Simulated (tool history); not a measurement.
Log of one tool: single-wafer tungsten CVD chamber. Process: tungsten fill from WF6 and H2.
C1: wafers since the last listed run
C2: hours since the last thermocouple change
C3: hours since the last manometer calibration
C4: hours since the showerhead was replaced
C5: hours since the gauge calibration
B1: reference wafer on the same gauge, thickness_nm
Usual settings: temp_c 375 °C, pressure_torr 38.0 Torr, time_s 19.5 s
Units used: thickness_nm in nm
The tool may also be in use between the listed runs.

run 1 hour=0.0 | temp_c=375 pressure_torr=38.0 time_s=19.5 | C1=0 C2=2313.3 C3=1062.0 C4=8368.4 C5=592.3 | B1=36.200 | thickness_nm=39.253
run 2 hour=45.5 | temp_c=375 pressure_torr=38.0 time_s=19.5 | C1=2157 C2=2358.8 C3=1107.5 C4=8413.9 C5=637.8 | B1=36.205 | thickness_nm=39.229
run 3 hour=107.6 | temp_c=375 pressure_torr=38.0 time_s=19.5 | C1=2944 C2=2420.9 C3=1169.6 C4=8476.0 C5=699.9 | B1=36.210 | thickness_nm=39.156
run 4 hour=178.4 | temp_c=375 pressure_torr=38.0 time_s=19.5 | C1=3357 C2=2491.7 C3=1240.4 C4=8546.8 C5=770.7 | B1=36.181 | thickness_nm=39.201
run 5 hour=243.3 | temp_c=375 pressure_torr=38.0 time_s=19.5 | C1=3077 C2=2556.6 C3=1305.3 C4=8611.7 C5=835.6 | B1=36.205 | thickness_nm=39.217
run 6 hour=267.4 | temp_c=375 pressure_torr=38.0 time_s=19.5 | C1=1142 C2=2580.7 C3=1329.4 C4=8635.8 C5=859.7 | B1=36.193 | thickness_nm=39.300
run 7 hour=333.1 | temp_c=375 pressure_torr=38.0 time_s=19.5 | C1=3115 C2=2646.4 C3=1395.1 C4=8701.5 C5=925.4 | B1=36.212 | thickness_nm=39.114
run 8 hour=371.6 | temp_c=375 pressure_torr=38.0 time_s=19.5 | C1=1825 C2=2684.9 C3=1433.6 C4=8740.0 C5=963.9 | B1=36.187 | thickness_nm=39.264
-- hour=390.8 thermocouple changed; heater temperature recalibrated
run 9 hour=562.2 | temp_c=375 pressure_torr=38.0 time_s=19.5 | C1=8658 C2=171.4 C3=1624.2 C4=8930.6 C5=1154.5 | B1=36.183 | thickness_nm=39.412
run 10 hour=663.2 | temp_c=375 pressure_torr=38.0 time_s=19.5 | C1=4789 C2=272.4 C3=1725.2 C4=9031.6 C5=1255.5 | B1=36.208 | thickness_nm=39.363
run 11 hour=702.3 | temp_c=375 pressure_torr=38.0 time_s=19.5 | C1=1854 C2=311.5 C3=1764.3 C4=9070.7 C5=1294.6 | B1=36.223 | thickness_nm=39.591
-- hour=728.2 showerhead replaced, of another model than before
run 12 hour=767.1 | temp_c=375 pressure_torr=38.0 time_s=19.5 | C1=2693 C2=376.3 C3=1829.1 C4=38.9 C5=1359.4 | B1=36.210 | thickness_nm=39.070
run 13 hour=795.9 | temp_c=375 pressure_torr=38.0 time_s=19.5 | C1=1365 C2=405.1 C3=1857.9 C4=67.7 C5=1388.2 | B1=36.212 | thickness_nm=39.193
run 14 hour=856.7 | temp_c=384 pressure_torr=34.7 time_s=19.5 | C1=2882 C2=465.9 C3=1918.7 C4=128.5 C5=1449.0 | B1=36.188 | thickness_nm=45.266
run 15 hour=905.9 | temp_c=384 pressure_torr=34.7 time_s=19.5 | C1=2332 C2=515.1 C3=1967.9 C4=177.7 C5=1498.2 | B1=36.202 | thickness_nm=45.383
run 16 hour=956.3 | temp_c=387 pressure_torr=29.3 time_s=21.7 | C1=2389 C2=565.5 C3=2018.3 C4=228.1 C5=1548.6 | B1=36.194 | thickness_nm=51.839
-- hour=959.5 gauge calibrated
run 17 hour=1013.7 | temp_c=367 pressure_torr=32.5 time_s=17.6 | C1=2721 C2=622.9 C3=2075.7 C4=285.5 C5=54.2 | B1=36.198 | thickness_nm=29.479
run 18 hour=1082.7 | temp_c=363 pressure_torr=30.3 time_s=19.5 | C1=3271 C2=691.9 C3=2144.7 C4=354.5 C5=123.2 | B1=36.220 | thickness_nm=29.845
run 19 hour=1109.5 | temp_c=375 pressure_torr=38.0 time_s=19.5 | C1=1270 C2=718.7 C3=2171.5 C4=381.3 C5=150.0 | B1=36.192 | thickness_nm=39.401
-- hour=1140.8 capacitance manometer re-zeroed and calibrated
run 20 hour=1141.3 | temp_c=364 pressure_torr=32.8 time_s=21.7 | C1=1128 C2=750.5 C3=0.5 C4=413.1 C5=181.8 | B1=36.207 | thickness_nm=34.067
run 21 hour=1182.2 | temp_c=375 pressure_torr=44.4 time_s=19.5 | C1=1939 C2=791.4 C3=41.4 C4=454.0 C5=222.7 | B1=36.220 | thickness_nm=40.190
run 22 hour=1236.3 | temp_c=375 pressure_torr=38.0 time_s=18.3 | C1=2565 C2=845.5 C3=95.5 C4=508.1 C5=276.8 | B1=36.216 | thickness_nm=36.590
run 23 hour=1260.4 | temp_c=375 pressure_torr=38.0 time_s=19.5 | C1=1142 C2=869.6 C3=119.6 C4=532.2 C5=300.9 | B1=36.214 | thickness_nm=38.563
run 24 hour=1292.9 | temp_c=383 pressure_torr=31.4 time_s=19.5 | C1=1541 C2=902.1 C3=152.1 C4=564.7 C5=333.4 | B1=36.210 | thickness_nm=43.156
run 25 hour=1325.5 | temp_c=375 pressure_torr=38.0 time_s=19.5 | C1=1545 C2=934.7 C3=184.7 C4=597.3 C5=366.0 | B1=36.198 | thickness_nm=38.881
run 26 hour=1383.6 | temp_c=384 pressure_torr=41.0 time_s=20.5 | C1=2754 C2=992.8 C3=242.8 C4=655.4 C5=424.1 | B1=36.207 | thickness_nm=49.244
run 27 hour=1451.1 | temp_c=380 pressure_torr=42.1 time_s=23.3 | C1=3200 C2=1060.3 C3=310.3 C4=722.9 C5=491.6 | B1=36.194 | thickness_nm=52.048
run 28 hour=1480.4 | temp_c=379 pressure_torr=29.9 time_s=21.6 | C1=1389 C2=1089.6 C3=339.6 C4=752.2 C5=520.9 | B1=36.216 | thickness_nm=44.096
run 29 hour=1507.4 | temp_c=363 pressure_torr=42.1 time_s=21.7 | C1=1280 C2=1116.6 C3=366.6 C4=779.2 C5=547.9 | B1=36.190 | thickness_nm=35.125
run 30 hour=1533.6 | temp_c=360 pressure_torr=34.7 time_s=17.6 | C1=1242 C2=1142.8 C3=392.8 C4=805.4 C5=574.1 | B1=36.203 | thickness_nm=25.804
run 31 hour=1574.3 | temp_c=375 pressure_torr=38.0 time_s=17.7 | C1=1929 C2=1183.5 C3=433.5 C4=846.1 C5=614.8 | B1=36.196 | thickness_nm=35.300
run 32 hour=1629.1 | temp_c=375 pressure_torr=38.0 time_s=16.3 | C1=2598 C2=1238.3 C3=488.3 C4=900.9 C5=669.6 | B1=36.209 | thickness_nm=32.361
run 33 hour=1657.8 | temp_c=386 pressure_torr=41.0 time_s=18.5 | C1=1360 C2=1267.0 C3=517.0 C4=929.6 C5=698.3 | B1=36.216 | thickness_nm=46.077
run 34 hour=1708.5 | temp_c=375 pressure_torr=38.0 time_s=19.5 | C1=2404 C2=1317.7 C3=567.7 C4=980.3 C5=749.0 | B1=36.207 | thickness_nm=38.967

Alternative continuations, all from the tool just after run 34; predict every row:
run A hour=1708.9 | temp_c=375 pressure_torr=44.6 time_s=19.5 | C1=18 C2=1318.1 C3=568.1 C4=980.7 C5=749.4 | B1=? | thickness_nm=?
run B hour=1708.9 | temp_c=375 pressure_torr=34.2 time_s=19.5 | C1=18 C2=1318.1 C3=568.1 C4=980.7 C5=749.4 | B1=? | thickness_nm=?
run C hour=1708.9 | temp_c=367 pressure_torr=44.9 time_s=23.3 | C1=18 C2=1318.1 C3=568.1 C4=980.7 C5=749.4 | B1=? | thickness_nm=?
run D hour=1708.9 | temp_c=382 pressure_torr=45.6 time_s=16.3 | C1=18 C2=1318.1 C3=568.1 C4=980.7 C5=749.4 | B1=? | thickness_nm=?

run=A B1=36.226 thickness_nm=40.581
run=B B1=36.226 thickness_nm=38.188
run=C B1=36.226 thickness_nm=41.704
run=D B1=36.226 thickness_nm=38.822
With the hidden condition removed and each run's random variation left untouched, the same runs would have given:
run=A thickness_nm=40.494
run=B thickness_nm=38.105
run=C thickness_nm=41.614
run=D thickness_nm=38.739
